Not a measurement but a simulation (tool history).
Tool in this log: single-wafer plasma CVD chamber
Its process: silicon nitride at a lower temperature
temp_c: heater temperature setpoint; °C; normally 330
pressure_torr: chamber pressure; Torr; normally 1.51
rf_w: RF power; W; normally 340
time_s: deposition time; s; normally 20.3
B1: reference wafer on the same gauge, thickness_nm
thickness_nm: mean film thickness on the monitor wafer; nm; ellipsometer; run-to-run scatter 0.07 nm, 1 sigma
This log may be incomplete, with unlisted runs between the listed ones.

run 1 hour=0 | temp_c=330 pressure_torr=1.51 rf_w=340 time_s=20.3 | B1=30.001 | thickness_nm=26.554
run 2 hour=44.2 | temp_c=330 pressure_torr=1.51 rf_w=340 time_s=20.3 | B1=29.997 | thickness_nm=26.454
run 3 hour=82.9 | temp_c=330 pressure_torr=1.51 rf_w=340 time_s=17.7 | B1=30.015 | thickness_nm=23.132
-- hour=179 RF generator calibrated
run 4 hour=183.9 | temp_c=330 pressure_torr=1.33 rf_w=340 time_s=20.3 | B1=30.008 | thickness_nm=25.502
run 5 hour=267.2 | temp_c=330 pressure_torr=1.33 rf_w=340 time_s=20.3 | B1=29.99 | thickness_nm=25.36
-- hour=288.7 gauge calibrated
run 6 hour=312.1 | temp_c=330 pressure_torr=1.51 rf_w=340 time_s=23.4 | B1=30.019 | thickness_nm=30.714
run 7 hour=400.1 | temp_c=330 pressure_torr=1.51 rf_w=320 time_s=20.3 | B1=29.989 | thickness_nm=25.744
run 8 hour=472 | temp_c=330 pressure_torr=1.51 rf_w=320 time_s=20.3 | B1=29.985 | thickness_nm=25.725
run 9 hour=509.9 | temp_c=330 pressure_torr=1.51 rf_w=320 time_s=20.3 | B1=30.005 | thickness_nm=25.75
-- hour=715.5 capacitance manometer re-zeroed and calibrated
run 10 hour=753.2 | temp_c=330 pressure_torr=1.51 rf_w=340 time_s=20.3 | B1=30.003 | thickness_nm=26.412
-- hour=838.4 thermocouple changed; heater temperature recalibrated
run 11 hour=1017.6 | temp_c=316 pressure_torr=1.29 rf_w=340 time_s=22.7 | B1=30.001 | thickness_nm=28.182
-- hour=1049.6 RF generator calibrated
run 12 hour=1121.5 | temp_c=337 pressure_torr=1.28 rf_w=385 time_s=24.3 | B1=30.025 | thickness_nm=31.922
run 13 hour=1205.5 | temp_c=335 pressure_torr=1.51 rf_w=365 time_s=22.8 | B1=29.972 | thickness_nm=30.936
run 14 hour=1249 | temp_c=321 pressure_torr=1.71 rf_w=395 time_s=21.7 | B1=30.022 | thickness_nm=32.224
-- hour=1280.6 showerhead replaced, of another model than before
run 15 hour=1292.4 | temp_c=334 pressure_torr=1.51 rf_w=320 time_s=20.3 | B1=29.997 | thickness_nm=26.068
run 16 hour=1341.6 | temp_c=319 pressure_torr=1.71 rf_w=340 time_s=18.5 | B1=29.968 | thickness_nm=25.899
run 17 hour=1399.3 | temp_c=330 pressure_torr=1.86 rf_w=340 time_s=18.6 | B1=29.997 | thickness_nm=26.947
run 18 hour=1473.2 | temp_c=330 pressure_torr=1.51 rf_w=340 time_s=20.3 | B1=30 | thickness_nm=26.633
run 19 hour=1533.5 | temp_c=330 pressure_torr=1.51 rf_w=340 time_s=20.3 | B1=29.985 | thickness_nm=26.788
run 20 hour=1580.6 | temp_c=330 pressure_torr=1.51 rf_w=340 time_s=20.3 | B1=29.986 | thickness_nm=26.831
run 21 hour=1658.8 | temp_c=330 pressure_torr=1.51 rf_w=340 time_s=20.3 | B1=29.981 | thickness_nm=26.895
run 22 hour=1755.4 | temp_c=316 pressure_torr=1.51 rf_w=340 time_s=20.3 | B1=29.997 | thickness_nm=26.999
-- hour=1829.3 capacitance manometer re-zeroed and calibrated
run 23 hour=1845.8 | temp_c=330 pressure_torr=1.51 rf_w=340 time_s=17.8 | B1=29.998 | thickness_nm=23.063
run 24 hour=1907.4 | temp_c=321 pressure_torr=1.51 rf_w=340 time_s=20.3 | B1=30.003 | thickness_nm=26.426
-- hour=1955.4 RF generator calibrated
run 25 hour=1969.2 | temp_c=318 pressure_torr=1.8 rf_w=285 time_s=22.3 | B1=30 | thickness_nm=30.02
run 26 hour=2061 | temp_c=337 pressure_torr=1.28 rf_w=385 time_s=24.3 | B1=29.999 | thickness_nm=29.852
run 27 hour=2133.9 | temp_c=330 pressure_torr=1.86 rf_w=340 time_s=18.6 | B1=29.991 | thickness_nm=26.647
run 28 hour=2234.4 | temp_c=330 pressure_torr=1.51 rf_w=365 time_s=20.3 | B1=30.011 | thickness_nm=27.046

Give the tool's hidden conditions for every run:
wafer temperature above the value expected at the setpoint (K): 0 in every run
delivered RF power above the setpoint (%): 0 in every run
gauge reads high (%): 0 in every run
H1: true pressure above the setpoint (%)
run=1 H1=0.702
run=2 H1=0.847
run=3 H1=0.988
run=4 H1=1.42
run=5 H1=1.84
run=6 H1=2.09
run=7 H1=2.64
run=8 H1=3.14
run=9 H1=3.42
run=10 H1=-0.742
run=11 H1=-0.348
run=12 H1=-0.0251
run=13 H1=0.305
run=14 H1=0.501
run=15 H1=0.712
run=16 H1=0.972
run=17 H1=1.3
run=18 H1=1.77
run=19 H1=2.19
run=20 H1=2.54
run=21 H1=3.16
run=22 H1=4
run=23 H1=-0.683
run=24 H1=-0.657
run=25 H1=-0.598
run=26 H1=-0.448
run=27 H1=-0.277
run=28 H1=0.0362

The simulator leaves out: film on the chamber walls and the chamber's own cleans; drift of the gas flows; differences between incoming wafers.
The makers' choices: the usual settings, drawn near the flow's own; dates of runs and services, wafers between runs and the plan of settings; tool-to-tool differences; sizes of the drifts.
